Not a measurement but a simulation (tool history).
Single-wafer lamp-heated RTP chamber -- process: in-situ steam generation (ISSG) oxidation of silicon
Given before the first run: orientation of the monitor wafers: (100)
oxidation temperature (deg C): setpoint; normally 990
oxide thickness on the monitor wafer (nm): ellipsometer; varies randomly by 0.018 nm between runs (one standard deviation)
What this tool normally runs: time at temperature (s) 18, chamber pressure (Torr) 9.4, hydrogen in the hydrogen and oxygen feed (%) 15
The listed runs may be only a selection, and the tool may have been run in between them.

run,hour,oxidation temperature (deg C),time at temperature (s),chamber pressure (Torr),hydrogen in the hydrogen and oxygen feed (%),"read-back reference wafer on the same gauge, thickness",oxide thickness on the monitor wafer (nm)
1,0.0,990,18,10.0,15,4.170,4.259
2,11.6,990,18,10.0,15,4.169,4.287
3,26.0,990,18,9.4,15,4.169,4.321
4,37.6,990,18,9.4,15,4.177,4.281
5,47.7,990,15,9.4,15,4.179,3.989
6,61.9,990,15,9.4,15,4.172,3.974
7,71.5,990,15,9.4,15,4.158,3.978
8,88.4,990,18,9.4,15,4.167,4.370
9,94.4,990,18,9.4,15,4.170,4.332
10,101.7,990,18,9.4,15,4.167,4.352
11,108.4,990,18,9.4,15,4.176,4.394
# hour 118.0: hydrogen flow controller replaced
# hour 118.5: pyrometer window cleaned and pyrometer calibrated
12,119.0,990,18,9.4,15,4.167,4.140
# hour 135.8: pressure gauge zeroed
13,136.3,997,18,9.4,15,4.169,4.264
# hour 146.7: gauge calibrated
14,147.4,990,14,9.4,15,4.181,3.689
15,156.2,1010,18,9.4,11,4.173,4.176
16,173.2,990,24,10.1,25,4.169,5.212
17,185.3,990,18,9.4,15,4.173,4.160
18,191.3,990,18,9.8,11,4.171,3.861
19,233.8,990,12,9.4,11,4.169,3.233
20,249.8,990,18,9.4,15,4.173,4.189
21,256.0,990,18,9.4,15,4.172,4.162
22,270.8,990,18,9.4,11,4.171,3.939
23,286.2,990,18,8.7,11,4.167,3.931
24,297.5,1008,18,10.2,15,4.177,4.441
25,313.7,971,16,10.2,15,4.171,3.664

State the hidden condition of the tool at each of the runs:
true pressure minus gauge reading, Torr: 0 on each run
deviation of the hydrogen flow from its setpoint, %: 0 on each run
gauge reads high (%): 0 on each run
H1: true wafer temperature minus pyrometer reading, K
run,H1
1,8.19
2,8.67
3,9.28
4,9.8
5,10.3
6,10.9
7,11.4
8,12.2
9,12.5
10,12.9
11,13.3
12,0.173
13,0.192
14,0.222
15,0.256
16,0.348
17,0.434
18,0.483
19,0.95
20,1.18
21,1.28
22,1.53
23,1.82
24,2.05
25,2.4
